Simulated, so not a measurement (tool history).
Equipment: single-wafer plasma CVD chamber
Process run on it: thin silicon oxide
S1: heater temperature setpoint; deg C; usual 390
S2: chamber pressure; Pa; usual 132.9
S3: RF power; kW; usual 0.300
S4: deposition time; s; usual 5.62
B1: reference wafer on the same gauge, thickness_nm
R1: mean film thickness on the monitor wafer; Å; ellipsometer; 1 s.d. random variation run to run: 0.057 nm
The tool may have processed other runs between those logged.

run 1 day=0.000 | S1=390 S2=132.9 S3=0.300 S4=5.62 | B1=10.687 | R1=104.56
run 2 day=3.750 | S1=390 S2=132.9 S3=0.300 S4=5.62 | B1=10.687 | R1=104.66
run 3 day=6.662 | S1=390 S2=132.9 S3=0.300 S4=5.62 | B1=10.701 | R1=104.66
run 4 day=9.421 | S1=390 S2=132.9 S3=0.300 S4=5.62 | B1=10.719 | R1=104.52
run 5 day=12.704 | S1=390 S2=132.9 S3=0.300 S4=5.62 | B1=10.689 | R1=104.13
run 6 day=16.912 | S1=390 S2=132.9 S3=0.300 S4=5.62 | B1=10.703 | R1=103.09
run 7 day=20.521 | S1=390 S2=151.6 S3=0.300 S4=5.62 | B1=10.713 | R1=113.42
run 8 day=24.767 | S1=390 S2=151.6 S3=0.300 S4=5.62 | B1=10.685 | R1=113.57
run 9 day=26.688 | S1=390 S2=145.6 S3=0.300 S4=5.62 | B1=10.702 | R1=109.45
run 10 day=31.171 | S1=390 S2=145.6 S3=0.300 S4=5.62 | B1=10.684 | R1=109.55
-- day=32.271 thermocouple changed; heater temperature recalibrated
run 11 day=34.221 | S1=379 S2=123.2 S3=0.300 S4=5.62 | B1=10.712 | R1=99.65
run 12 day=36.825 | S1=379 S2=123.2 S3=0.300 S4=5.62 | B1=10.689 | R1=98.39
run 13 day=39.871 | S1=379 S2=123.2 S3=0.300 S4=5.62 | B1=10.688 | R1=98.17
run 14 day=42.796 | S1=379 S2=123.2 S3=0.300 S4=5.62 | B1=10.708 | R1=97.89
run 15 day=46.346 | S1=390 S2=145.6 S3=0.300 S4=5.62 | B1=10.698 | R1=110.48
run 16 day=47.950 | S1=376 S2=132.9 S3=0.300 S4=5.62 | B1=10.698 | R1=104.84
-- day=51.150 gauge calibrated
-- day=51.612 RF generator calibrated
run 17 day=51.633 | S1=390 S2=132.9 S3=0.300 S4=5.62 | B1=10.684 | R1=104.28
-- day=53.812 capacitance manometer re-zeroed and calibrated
run 18 day=55.758 | S1=396 S2=122.7 S3=0.300 S4=4.81 | B1=10.699 | R1=81.89
run 19 day=58.138 | S1=390 S2=132.9 S3=0.300 S4=5.62 | B1=10.697 | R1=101.29
run 20 day=60.417 | S1=390 S2=132.9 S3=0.300 S4=5.62 | B1=10.716 | R1=100.89
run 21 day=62.342 | S1=394 S2=156.8 S3=0.300 S4=6.70 | B1=10.710 | R1=132.83
-- day=64.492 showerhead replaced
run 22 day=66.117 | S1=390 S2=115.9 S3=0.320 S4=6.57 | B1=10.698 | R1=108.36
-- day=67.767 capacitance manometer re-zeroed and calibrated, repeated, since the last time left the tool worse
run 23 day=68.225 | S1=401 S2=146.5 S3=0.340 S4=5.94 | B1=10.696 | R1=129.16
run 24 day=71.529 | S1=390 S2=132.9 S3=0.245 S4=6.06 | B1=10.704 | R1=97.08
run 25 day=76.017 | S1=399 S2=132.9 S3=0.240 S4=5.30 | B1=10.689 | R1=82.76
run 26 day=79.358 | S1=399 S2=160.8 S3=0.300 S4=5.62 | B1=10.701 | R1=119.58
run 27 day=81.529 | S1=385 S2=132.9 S3=0.350 S4=5.62 | B1=10.702 | R1=118.09

Alternative continuations, all from the tool just after run 27; predict every row:
run A day=81.546 | S1=390 S2=132.9 S3=0.300 S4=5.62 | B1=? | R1=?
run B day=81.546 | S1=378 S2=114.1 S3=0.300 S4=5.62 | B1=? | R1=?
run C day=81.546 | S1=400 S2=145.2 S3=0.280 S4=4.60 | B1=? | R1=?
run D day=81.546 | S1=377 S2=132.9 S3=0.300 S4=4.71 | B1=? | R1=?
run E day=81.546 | S1=390 S2=132.9 S3=0.280 S4=6.42 | B1=? | R1=?

run=A B1=10.705 R1=105.64
run=B B1=10.705 R1=94.72
run=C B1=10.705 R1=86.23
run=D B1=10.705 R1=89.24
run=E B1=10.705 R1=114.63
The same runs, with their run-to-run variation unchanged, on a tool lacking any hidden condition would have given:
run=A R1=106.92
run=B R1=96.17
run=C R1=87.28
run=D R1=90.32
run=E R1=116.02

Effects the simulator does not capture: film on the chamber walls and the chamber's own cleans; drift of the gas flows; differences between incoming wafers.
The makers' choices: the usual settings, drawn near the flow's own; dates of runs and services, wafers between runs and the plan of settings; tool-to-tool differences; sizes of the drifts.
